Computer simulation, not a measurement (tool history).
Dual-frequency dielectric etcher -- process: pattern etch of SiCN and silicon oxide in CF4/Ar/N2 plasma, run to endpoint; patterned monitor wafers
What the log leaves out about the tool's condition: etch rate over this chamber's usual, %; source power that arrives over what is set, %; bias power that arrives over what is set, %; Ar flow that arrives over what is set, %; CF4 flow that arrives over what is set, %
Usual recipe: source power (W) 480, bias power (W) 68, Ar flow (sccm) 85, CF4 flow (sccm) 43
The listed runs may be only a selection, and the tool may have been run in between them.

run     day  source power (W)  bias power (W)  Ar flow (sccm)  CF4 flow (sccm)  wafers since the last listed run  hours since the last wet clean  hours since the last source power generator calibration  hours since the last bias power generator calibration  hours since the last Ar flow controller change  hours since the last CF4 flow controller change  hours since the last upper electrode change  incoming incoming film thickness, nm  endpoint time (s)
  1   0.000               480              68              85               43                                 0                           249.0                                                   3574.2                                                 3597.2                                          3542.6                                           1294.7                                       3698.6                                 11.46               13.4
  2   0.296               480              68              78               43                                89                           256.1                                                   3581.3                                                 3604.3                                          3549.7                                           1301.8                                       3705.7                                 11.51               13.2
  3   0.942               480              68              78               43                               194                           271.6                                                   3596.8                                                 3619.8                                          3565.2                                           1317.3                                       3721.2                                 11.46               13.2
  4   1.283               480              68              78               43                               102                           279.8                                                   3605.0                                                 3628.0                                          3573.4                                           1325.5                                       3729.4                                 11.49               13.2
  5   2.400               480              68              85               43                               336                           306.6                                                   3631.8                                                 3654.8                                          3600.2                                           1352.3                                       3756.2                                 11.48               13.4
      2.742  -- bias power generator calibrated
  6   2.825               480              68              85               43                                77                           316.8                                                   3642.0                                                    2.0                                          3610.4                                           1362.5                                       3766.4                                 11.57               13.5
  7   3.521               480              68              85               43                               209                           333.5                                                   3658.7                                                   18.7                                          3627.1                                           1379.2                                       3783.1                                 11.64               13.5
  8   3.996               480              68              85               43                               143                           344.9                                                   3670.1                                                   30.1                                          3638.5                                           1390.6                                       3794.5                                 11.52               13.4
  9   4.450               480              68              85               43                               136                           355.8                                                   3681.0                                                   41.0                                          3649.4                                           1401.5                                       3805.4                                 11.46               13.3
 10   5.050               480              77              85               43                               180                           370.2                                                   3695.4                                                   55.4                                          3663.8                                           1415.9                                       3819.8                                 11.59               12.9
      5.608  -- CF4 flow controller replaced
 11   5.629               480              84              85               35                                99                           384.1                                                   3709.3                                                   69.3                                          3677.7                                              0.5                                       3833.7                                 11.41               13.0
 12   5.988               480              58              85               47                               107                           392.7                                                   3717.9                                                   77.9                                          3686.3                                              9.1                                       3842.3                                 11.55               13.7
      6.212  -- source power generator calibrated
      7.204  -- wet clean of the chamber
      7.658  -- upper electrode replaced
 13   7.679               530              80              85               43                                24                            11.4                                                     35.2                                                  118.5                                          3726.9                                             49.7                                          0.5                                 11.31               11.5
 14   7.692               380              63              85               43                                 3                            11.7                                                     35.5                                                  118.8                                          3727.2                                             50.0                                          0.8                                 11.48               18.6
      8.279  -- Ar flow controller replaced
 15   8.300               480              68              85               43                               107                            26.3                                                     50.1                                                  133.4                                             0.5                                             64.6                                         15.4                                 11.52               13.8
 16   8.388               480              63             101               43                                26                            28.4                                                     52.2                                                  135.5                                             2.6                                             66.7                                         17.5                                 11.47               14.6
 17   8.738               480              68              85               43                               105                            36.8                                                     60.6                                                  143.9                                            11.0                                             75.1                                         25.9                                 11.51               13.7
 18   9.200               480              68              85               43                               139                            47.9                                                     71.7                                                  155.0                                            22.1                                             86.2                                         37.0                                 11.46               13.8
 19   9.612               380              57              94               51                               124                            57.8                                                     81.6                                                  164.9                                            32.0                                             96.1                                         46.9                                 11.53               18.6
 20  10.096               480              53              71               43                               145                            69.4                                                     93.2                                                  176.5                                            43.6                                            107.7                                         58.5                                 11.52               14.3
 21  10.442               480              68              85               43                               104                            77.7                                                    101.5                                                  184.8                                            51.9                                            116.0                                         66.8                                 11.40               13.6
 22  11.050               480              68              85               43                               183                            92.3                                                    116.1                                                  199.4                                            66.5                                            130.6                                         81.4                                 11.56               13.8

What does the tool deliver on the next run?
 23  11.371               480              80              78               53                                96                           100.0                                                    123.8                                                  207.1                                            74.2                                            138.3                                         89.1                                 11.52                  ?

For run 23 the tool returned endpoint time (s) 12.2.
Minus the tool's unlogged condition, the same run would have read endpoint time (s) 12.3.

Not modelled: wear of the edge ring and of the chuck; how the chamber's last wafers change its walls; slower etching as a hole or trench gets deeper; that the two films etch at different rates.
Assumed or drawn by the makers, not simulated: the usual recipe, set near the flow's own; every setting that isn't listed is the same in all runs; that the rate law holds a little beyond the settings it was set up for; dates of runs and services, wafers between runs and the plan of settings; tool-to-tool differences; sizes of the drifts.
